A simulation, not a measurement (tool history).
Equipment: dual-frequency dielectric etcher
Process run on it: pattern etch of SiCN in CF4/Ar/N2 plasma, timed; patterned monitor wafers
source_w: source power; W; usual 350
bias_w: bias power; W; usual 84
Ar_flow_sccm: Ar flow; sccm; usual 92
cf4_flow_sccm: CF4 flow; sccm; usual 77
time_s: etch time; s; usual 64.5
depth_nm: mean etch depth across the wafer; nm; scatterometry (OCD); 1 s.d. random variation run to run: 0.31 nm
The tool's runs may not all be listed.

run,day,source_w,bias_w,Ar_flow_sccm,cf4_flow_sccm,time_s,wafers since the last listed run,hours since the last wet clean,hours since the last source power generator calibration,hours since the last bias power generator calibration,hours since the last Ar flow controller change,hours since the last CF4 flow controller change,hours since the last upper electrode change,hours since the gauge calibration,"read-back reference wafer on the same gauge, depth_nm",depth_nm
1,0,350,105,92,77,64.5,0,388.5,805.6,3891.6,393.8,512.8,473.8,2350.1,54.69,49.44
2,1.312,350,84,92,77,64.5,368,420,837.1,3923.1,425.3,544.3,505.3,2381.6,54.66,45.45
# day 1.608: gauge calibrated
3,3.662,350,84,92,61,64.5,659,476.4,893.5,3979.5,481.7,600.7,561.7,49.3,54.52,43.68
4,5.292,350,84,81,77,64.5,457,515.5,932.6,4018.6,520.8,639.8,600.8,88.4,54.67,46.14
# day 8.583: wet clean of the chamber
5,8.604,320,84,92,77,64.5,648,0.5,1012.1,4098.1,600.3,719.3,680.3,167.9,54.64,43.64
6,9.546,350,93,92,77,74.5,264,23.1,1034.7,4120.7,622.9,741.9,702.9,190.5,54.65,56.36
7,12.508,350,94,92,77,64.5,831,94.2,1105.8,4191.8,694,813,774,261.6,54.54,48.67
8,15.062,350,100,92,77,64.5,716,155.5,1167.1,4253.1,755.3,874.3,835.3,322.9,54.59,49.56
# day 17.504: bias power generator calibrated
9,22.921,380,84,92,77,81,2157,344.1,1355.7,130,943.9,1062.9,1023.9,511.5,54.49,62.02
10,25.692,350,103,92,77,64.5,777,410.6,1422.2,196.5,1010.4,1129.4,1090.4,578,54.62,48.9
11,31.838,390,89,92,60,64.5,1724,558.1,1569.7,344,1157.9,1276.9,1237.9,725.5,54.6,48.57
# day 35.004: wet clean of the chamber
12,35.025,350,84,92,77,64.5,613,0.5,1646.2,420.5,1234.4,1353.4,1314.4,802,54.54,46.95
13,36.262,390,84,99,77,64.5,347,30.2,1675.9,450.2,1264.1,1383.1,1344.1,831.7,54.54,51.25
14,37.312,430,84,70,77,69.5,294,55.4,1701.1,475.4,1289.3,1408.3,1369.3,856.9,54.61,63.13
15,39.117,350,84,92,77,74,506,98.7,1744.4,518.7,1332.6,1451.6,1412.6,900.2,54.63,54.39
16,40.562,350,84,101,77,64.5,405,133.4,1779.1,553.4,1367.3,1486.3,1447.3,934.9,54.76,46.49
17,43.454,350,74,92,85,71.5,811,202.8,1848.5,622.8,1436.7,1555.7,1516.7,1004.3,54.6,50.76
18,45.692,350,84,87,73,64.5,627,256.5,1902.2,676.5,1490.4,1609.4,1570.4,1058,54.56,46.82
19,46.696,350,64,92,77,64.5,281,280.6,1926.3,700.6,1514.5,1633.5,1594.5,1082.1,54.59,42.37
20,48.475,350,84,92,77,64.5,499,323.3,1969,743.3,1557.2,1676.2,1637.2,1124.8,54.63,46.21

For some of the steps in depth_nm from one run to the next: how much would appear even if the tool had no hidden state, given the settings, what came in and random variation, and how much remains for the hidden state plus any gauge scatter that the measured result and the result without hidden state don't share?
The hidden state here: etch rate over this chamber's usual, %; source power that arrives over what is set, %; bias power that arrives over what is set, %; Ar flow that arrives over what is set, %; CF4 flow that arrives over what is set, %; gauge reads high (%).
Run 4 -> 5: source_w 350 -> 320, Ar_flow_sccm 81 -> 92, wet clean of the chamber. depth_nm -2.5 nm: hidden state +2.29, all else -4.79.
Run 5 -> 6: source_w 320 -> 350, bias_w 84 -> 93, time_s 64.5 -> 74.5. depth_nm +12.72 nm: hidden state -0.11, all else +12.83.
Run 9 -> 10: source_w 380 -> 350, bias_w 84 -> 103, time_s 81 -> 64.5. depth_nm -13.12 nm: hidden state +0.11, all else -13.23.
Run 11 -> 12: source_w 390 -> 350, bias_w 89 -> 84, cf4_flow_sccm 60 -> 77, wet clean of the chamber. depth_nm -1.62 nm: hidden state +2.33, all else -3.95.
